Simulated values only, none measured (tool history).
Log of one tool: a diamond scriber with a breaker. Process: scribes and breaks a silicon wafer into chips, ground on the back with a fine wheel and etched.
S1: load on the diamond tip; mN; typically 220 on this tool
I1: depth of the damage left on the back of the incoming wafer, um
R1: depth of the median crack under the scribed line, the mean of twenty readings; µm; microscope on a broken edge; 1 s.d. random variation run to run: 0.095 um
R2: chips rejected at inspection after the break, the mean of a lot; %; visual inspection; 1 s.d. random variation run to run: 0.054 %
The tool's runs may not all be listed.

run,hour,S1,I1,R1,R2
1,0.0,260,0.67,13.48,3.71
2,47.5,260,0.79,13.35,3.91
# hour 75.9: diamond tip replaced by a new one
3,114.9,220,0.42,11.67,1.22
4,139.3,220,0.50,11.75,1.13
5,167.8,220,0.61,11.94,1.30
6,228.5,236,0.59,12.55,2.26
7,283.5,220,0.59,11.82,1.16
8,354.6,220,0.74,11.71,1.32
9,399.4,220,0.70,11.95,1.23
10,467.3,175,0.47,9.89,2.34
11,504.8,220,0.78,11.80,1.19
12,565.1,163,0.40,9.32,3.98
# hour 592.4: load on the tip recalibrated
13,621.2,276,0.80,14.77,8.76
14,670.7,246,0.47,13.71,4.57
15,698.2,283,0.56,15.32,9.83
16,764.7,154,0.52,9.41,3.25
17,827.7,197,0.32,11.78,1.04
# hour 833.0: load on the tip recalibrated, repeated, since the last time left the tool worse
18,880.6,220,0.68,11.23,0.90
# hour 906.1: diamond tip replaced by a new one
19,930.7,178,0.33,9.60,2.78
20,988.7,220,0.74,11.38,0.91
21,1115.2,266,0.35,13.32,4.14
22,1168.5,270,0.74,13.65,4.76

Hidden state, per run?
share of the diamond tip's cutting effectiveness lost through wear, %: 0, the same for each run
H1: deviation of the load on the tip from its setpoint, %
run,H1
1,7.42
2,7.6
3,7.82
4,7.89
5,7.97
6,8.12
7,8.23
8,8.35
9,8.42
10,8.51
11,8.55
12,8.61
13,15.8
14,16.9
15,17.4
16,18.5
17,19.4
18,1.42
19,2.41
20,3.41
21,5.11
22,5.67
